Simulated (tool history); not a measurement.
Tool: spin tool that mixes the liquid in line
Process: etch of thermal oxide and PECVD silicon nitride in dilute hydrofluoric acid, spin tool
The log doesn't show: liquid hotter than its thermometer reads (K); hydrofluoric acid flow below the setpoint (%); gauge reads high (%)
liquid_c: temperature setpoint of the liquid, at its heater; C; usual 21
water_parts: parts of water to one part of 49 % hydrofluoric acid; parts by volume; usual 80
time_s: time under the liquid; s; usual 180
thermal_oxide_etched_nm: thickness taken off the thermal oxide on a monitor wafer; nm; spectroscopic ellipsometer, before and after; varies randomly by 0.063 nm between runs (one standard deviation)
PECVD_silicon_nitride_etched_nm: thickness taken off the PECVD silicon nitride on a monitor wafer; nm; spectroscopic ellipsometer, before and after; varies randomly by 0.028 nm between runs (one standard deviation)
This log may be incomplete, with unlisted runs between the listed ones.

run	hour	liquid_c	water_parts	time_s	wafers since the last listed run	hours since the thermometer was replaced	hours since the hydrofluoric acid flow meter was replaced	hours since the gauge calibration	read-back film thickness of the thermal oxide reference wafer, read on the same gauge (nm)	read-back film thickness of the PECVD silicon nitride reference wafer, read on the same gauge (nm)	thermal_oxide_etched_nm	PECVD_silicon_nitride_etched_nm
1	0	21	80	180	0	2022.2	474.9	1643.5	100.04	69.97	10.16	8.51
2	44.5	18.5	80	180	426	2066.7	519.4	1688	99.97	69.96	9.18	7.19
3	84.9	23	60	180	386	2107.1	559.8	1728.4	100.01	70	15.15	12.86
4	123.6	23	60	180	370	2145.8	598.5	1767.1	100.01	69.94	15	12.87
5	191.6	18.5	90	135	650	2213.8	666.5	1835.1	100.01	69.99	6.04	4.79
6	271	17.5	80	180	760	2293.2	745.9	1914.5	100	70.04	8.82	6.63
7	340.7	21	80	180	667	2362.9	815.6	1984.2	100.01	70.02	10.12	8.44
8	411.3	23.5	80	180	675	2433.5	886.2	2054.8	100.01	70.01	11.05	9.94
# hour 486.4: thermometer replaced
9	581.2	21	80	180	1616	94.8	1056.1	2224.7	100	69.97	9.27	7.6
# hour 599.1: hydrofluoric acid flow meter replaced
10	638.2	21	80	180	536	151.8	39.1	2281.7	100.02	70.04	10.1	8.1
11	720.6	17	80	130	788	234.2	121.5	2364.1	99.96	70.01	6.16	4.44
12	776.1	21	80	180	531	289.7	177	2419.6	99.97	70.02	10	8.08
13	881	19	60	180	1004	394.6	281.9	2524.5	99.95	69.99	12.51	9.31
14	968	21	80	180	832	481.6	368.9	2611.5	99.99	70.01	9.86	8.08
# hour 1023.2: gauge calibrated
15	1062	22.5	50	285	899	575.6	462.9	38.8	100.02	70	27.74	22.33
16	1114.4	25	60	180	501	628	515.3	91.2	99.98	70.03	15.78	13.83
17	1204.1	17	80	270	858	717.7	605	180.9	100	69.99	12.45	9.1
18	1476.7	21	60	180	2609	990.3	877.6	453.5	100.01	70	13.35	10.54
19	1525.9	21	80	180	471	1039.5	926.8	502.7	99.97	69.97	9.6	7.98
20	1563.1	21	65	180	356	1076.7	964	539.9	99.96	70	12.07	9.73
21	1637.7	21	115	180	714	1151.3	1038.6	614.5	99.98	70	6.39	5.56
22	1675.6	21	55	180	362	1189.2	1076.5	652.4	100.03	70.02	14.33	11.52
# hour 1744.7: hydrofluoric acid flow meter replaced
23	1760.5	21	80	105	803	1274.1	15.8	737.3	100.02	70.02	5.96	4.89
24	1914.2	19	80	75	1471	1427.8	169.5	891	99.98	70.01	3.87	3.04
25	2019.8	21	65	75	1010	1533.4	275.1	996.6	99.98	69.99	5.29	4.27
26	2063.9	19.5	80	255	422	1577.5	319.2	1040.7	99.97	70	13.4	10.75
27	2142.6	23	100	130	753	1656.2	397.9	1119.4	100.01	69.97	6.17	5.54

Here are 3 independent what-if runs from the current tool condition. What would each one return?
A	2143.1	21	100	180	4	1656.7	398.4	1119.9	?	?	?	?
B	2143.1	25	80	135	4	1656.7	398.4	1119.9	?	?	?	?
C	2143.1	17	105	270	4	1656.7	398.4	1119.9	?	?	?	?

run	read-back film thickness of the thermal oxide reference wafer, read on the same gauge (nm)	read-back film thickness of the PECVD silicon nitride reference wafer, read on the same gauge (nm)	thermal_oxide_etched_nm	PECVD_silicon_nitride_etched_nm
A	100.05	70	7.81	6.76
B	100.05	70	8.81	8.23
C	100.05	70	9.42	7.37
Without the tool's hidden state the same runs would have given:
run	thermal_oxide_etched_nm	PECVD_silicon_nitride_etched_nm
A	7.77	6.54
B	8.77	7.98
C	9.36	7.11

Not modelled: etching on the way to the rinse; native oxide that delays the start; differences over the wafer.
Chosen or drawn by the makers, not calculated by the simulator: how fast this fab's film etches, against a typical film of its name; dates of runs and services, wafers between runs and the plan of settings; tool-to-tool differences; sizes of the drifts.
